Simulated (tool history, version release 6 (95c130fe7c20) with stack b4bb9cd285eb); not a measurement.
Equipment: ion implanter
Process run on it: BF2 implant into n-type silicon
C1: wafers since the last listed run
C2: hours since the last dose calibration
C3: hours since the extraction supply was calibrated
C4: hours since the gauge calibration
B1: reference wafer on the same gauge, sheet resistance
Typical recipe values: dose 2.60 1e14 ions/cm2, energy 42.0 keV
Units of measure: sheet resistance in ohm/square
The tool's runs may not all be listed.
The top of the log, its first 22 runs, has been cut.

Run 23, hour 1483.0: usual settings; C1 665; C2 413.5; C3 2309.6; C4 426.0; B1 524.61. Result: sheet resistance 446.41 ohm/square.
At hour 1570.7: extraction supply calibrated.
Run 24, hour 1582.3: usual settings but dose 2.28 1e14 ions/cm2; C1 1610; C2 512.8; C3 11.6; C4 525.3; B1 523.45. Result: sheet resistance 493.28 ohm/square.
Run 25, hour 1683.7: usual settings but energy 49.5 keV; C1 1788; C2 614.2; C3 113.0; C4 626.7; B1 523.44. Result: sheet resistance 437.47 ohm/square.
Run 26, hour 1737.1: usual settings but dose 2.86 1e14 ions/cm2, energy 50.5 keV; C1 942; C2 667.6; C3 166.4; C4 680.1; B1 524.25. Result: sheet resistance 402.29 ohm/square.
Run 27, hour 1779.3: usual settings but dose 3.14 1e14 ions/cm2, energy 32.5 keV; C1 744; C2 709.8; C3 208.6; C4 722.3; B1 524.71. Result: sheet resistance 388.48 ohm/square.
Run 28, hour 1859.7: usual settings but dose 3.00 1e14 ions/cm2, energy 50.0 keV; C1 1418; C2 790.2; C3 289.0; C4 802.7; B1 524.27. Result: sheet resistance 386.56 ohm/square.
Run 29, hour 1932.7: usual settings; C1 1287; C2 863.2; C3 362.0; C4 875.7; B1 524.27. Result: sheet resistance 444.63 ohm/square.
Run 30, hour 2031.8: usual settings but dose 2.20 1e14 ions/cm2, energy 28.5 keV; C1 1748; C2 962.3; C3 461.1; C4 974.8; B1 523.97. Result: sheet resistance 531.33 ohm/square.
Run 31, hour 2127.2: usual settings; C1 1682; C2 1057.7; C3 556.5; C4 1070.2; B1 524.42. Result: sheet resistance 447.50 ohm/square.
Run 32, hour 2227.7: usual settings but dose 2.36 1e14 ions/cm2, energy 32.0 keV; C1 1772; C2 1158.2; C3 657.0; C4 1170.7; B1 524.12. Result: sheet resistance 499.66 ohm/square.

Run 33 has not been measured yet. What should we expect?
Run 33, hour 2315.0: usual settings but dose 2.99 1e14 ions/cm2, energy 50.0 keV; C1 1540; C2 1245.5; C3 744.3; C4 1258.0; B1 ?. Result: sheet resistance ?.

Logged for run 33: B1 523.80, sheet resistance 385.43 ohm/square.
If the tool had no hidden condition, the same run with the same run-to-run variation would have returned sheet resistance 380.36 ohm/square.
